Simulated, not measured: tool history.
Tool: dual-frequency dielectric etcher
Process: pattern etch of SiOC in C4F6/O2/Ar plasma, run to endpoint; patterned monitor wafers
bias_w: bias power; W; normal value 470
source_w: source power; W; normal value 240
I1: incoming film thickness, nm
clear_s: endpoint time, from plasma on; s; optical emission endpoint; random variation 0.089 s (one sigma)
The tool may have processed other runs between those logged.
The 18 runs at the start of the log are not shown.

-- hour=953.1 wet clean of the chamber, repeated, since the last time left the tool worse
run 19 hour=968 | bias_w=470 source_w=240 | I1=47.79 | clear_s=19.9
run 20 hour=998 | bias_w=470 source_w=270 | I1=47.36 | clear_s=18.6
-- hour=1034.7 source power generator calibrated
run 21 hour=1065.9 | bias_w=470 source_w=200 | I1=47.52 | clear_s=21.5
run 22 hour=1109.9 | bias_w=470 source_w=240 | I1=47.18 | clear_s=19.4
run 23 hour=1321.6 | bias_w=418 source_w=240 | I1=47.21 | clear_s=20.1
run 24 hour=1358.2 | bias_w=367 source_w=190 | I1=47.6 | clear_s=23.7
run 25 hour=1387.7 | bias_w=426 source_w=220 | I1=47.42 | clear_s=21
run 26 hour=1435.4 | bias_w=428 source_w=190 | I1=47.56 | clear_s=22.2
run 27 hour=1498.4 | bias_w=470 source_w=260 | I1=47.37 | clear_s=18.6
run 28 hour=1559.6 | bias_w=365 source_w=190 | I1=48.09 | clear_s=23.8
run 29 hour=1591 | bias_w=557 source_w=240 | I1=47.44 | clear_s=17.9
-- hour=1644 wet clean of the chamber
run 30 hour=1683.6 | bias_w=391 source_w=260 | I1=47.84 | clear_s=20.5
run 31 hour=1747.9 | bias_w=415 source_w=220 | I1=47.53 | clear_s=21.3
run 32 hour=1779.7 | bias_w=470 source_w=240 | I1=46.99 | clear_s=19.4
run 33 hour=1834.3 | bias_w=470 source_w=240 | I1=47.64 | clear_s=19.6
run 34 hour=1899.1 | bias_w=426 source_w=240 | I1=47.95 | clear_s=20.5
run 35 hour=1926.2 | bias_w=537 source_w=210 | I1=47.47 | clear_s=19.4
run 36 hour=1989.9 | bias_w=470 source_w=220 | I1=47.3 | clear_s=20.1

Alternative continuations, all from the tool just after run 36; predict every row:
run A hour=1990.3 | bias_w=470 source_w=240 | I1=47.61 | clear_s=?
run B hour=1990.3 | bias_w=575 source_w=240 | I1=47.61 | clear_s=?
run C hour=1990.3 | bias_w=423 source_w=220 | I1=47.61 | clear_s=?

run=A clear_s=19.5
run=B clear_s=18
run=C clear_s=21.2
What these runs would have given with no unlogged condition in the tool:
run=A clear_s=19.9
run=B clear_s=18.3
run=C clear_s=21.5
